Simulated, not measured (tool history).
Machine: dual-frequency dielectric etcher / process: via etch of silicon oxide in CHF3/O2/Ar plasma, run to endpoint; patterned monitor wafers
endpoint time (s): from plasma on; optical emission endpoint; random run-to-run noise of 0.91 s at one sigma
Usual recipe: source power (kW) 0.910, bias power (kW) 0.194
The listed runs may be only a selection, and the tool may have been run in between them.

run,day,source power (kW),bias power (kW),"incoming incoming film thickness, nm",endpoint time (s)
1,0.000,0.910,0.194,635.2,231.9
2,2.912,0.910,0.194,635.8,231.1
3,4.233,1.060,0.162,642.5,234.1
4,6.692,1.060,0.162,638.7,231.5
5,8.208,1.060,0.162,645.8,234.1
6,9.912,1.010,0.194,640.0,223.9
7,12.046,1.010,0.194,636.0,220.8
8,15.025,1.010,0.194,645.3,225.3
9,23.250,0.910,0.194,639.4,232.0
10,26.838,0.910,0.194,641.9,234.5
11,27.242,0.910,0.194,643.1,232.0
12,30.225,0.910,0.194,631.6,228.3
13,33.150,0.970,0.205,638.9,224.5
14,41.358,0.970,0.205,632.4,222.0
15,42.512,0.910,0.204,636.5,230.0
16,44.525,0.910,0.194,635.0,235.1
17,45.700,0.840,0.154,640.1,263.0
18,46.892,1.070,0.209,630.6,210.3
19,49.717,0.840,0.217,634.2,230.6
20,51.054,0.910,0.173,645.3,245.3
21,52.500,0.730,0.194,635.8,252.1
22,55.317,1.110,0.160,636.9,228.8
23,58.104,0.970,0.242,638.1,210.6
24,60.267,0.910,0.194,642.4,234.1
25,63.225,1.070,0.225,637.7,207.4
26,64.917,0.910,0.194,639.2,233.9
27,73.788,1.010,0.158,635.6,239.1
28,76.579,0.910,0.231,637.0,218.5
29,79.375,0.910,0.194,640.5,232.3
30,82.204,0.970,0.178,630.2,229.6
31,83.521,0.720,0.225,642.4,243.5
32,85.400,0.690,0.194,641.9,259.8

Missing from the log above: 7 entries noted between runs. For each, name the pair of listed runs it sits between and say how the tool's hidden condition differs from the listed run just before to the listed run just after:
Logged between run 7 and run 8: wet clean of the chamber (day 15.004)
  source power that arrives over what is set, %: 5.21 -> 5.25
  the result without the hidden state subtracted from the measured one, endpoint time (s): -4.4 -> -4.5
Logged between run 9 and run 10: upper electrode replaced (day 26.817)
  source power that arrives over what is set, %: 5.34 -> 5.37
  the result without the hidden state subtracted from the measured one, endpoint time (s): -4.7 -> -4.8
Logged between run 12 and run 13: source power generator calibrated (day 30.496)
  source power that arrives over what is set, %: 5.4 -> 0.729
  the result without the hidden state subtracted from the measured one, endpoint time (s): -4.7 -> -0.7
Logged between run 13 and run 14: wet clean of the chamber (day 37.608)
  source power that arrives over what is set, %: 0.729 -> 1.97
  the result without the hidden state subtracted from the measured one, endpoint time (s): -0.7 -> -1.6
Logged between run 18 and run 19: bias power generator calibrated (day 49.617)
  source power that arrives over what is set, %: 2.61 -> 2.9
  the result without the hidden state subtracted from the measured one, endpoint time (s): -2.1 -> -2.5
Logged between run 22 and run 23: wet clean of the chamber (day 58.083)
  source power that arrives over what is set, %: 3.38 -> 3.59
  the result without the hidden state subtracted from the measured one, endpoint time (s): -3.0 -> -2.8
Logged between run 28 and run 29: wet clean of the chamber (day 78.367)
  source power that arrives over what is set, %: 4.53 -> 4.62
  the result without the hidden state subtracted from the measured one, endpoint time (s): -3.7 -> -4.1

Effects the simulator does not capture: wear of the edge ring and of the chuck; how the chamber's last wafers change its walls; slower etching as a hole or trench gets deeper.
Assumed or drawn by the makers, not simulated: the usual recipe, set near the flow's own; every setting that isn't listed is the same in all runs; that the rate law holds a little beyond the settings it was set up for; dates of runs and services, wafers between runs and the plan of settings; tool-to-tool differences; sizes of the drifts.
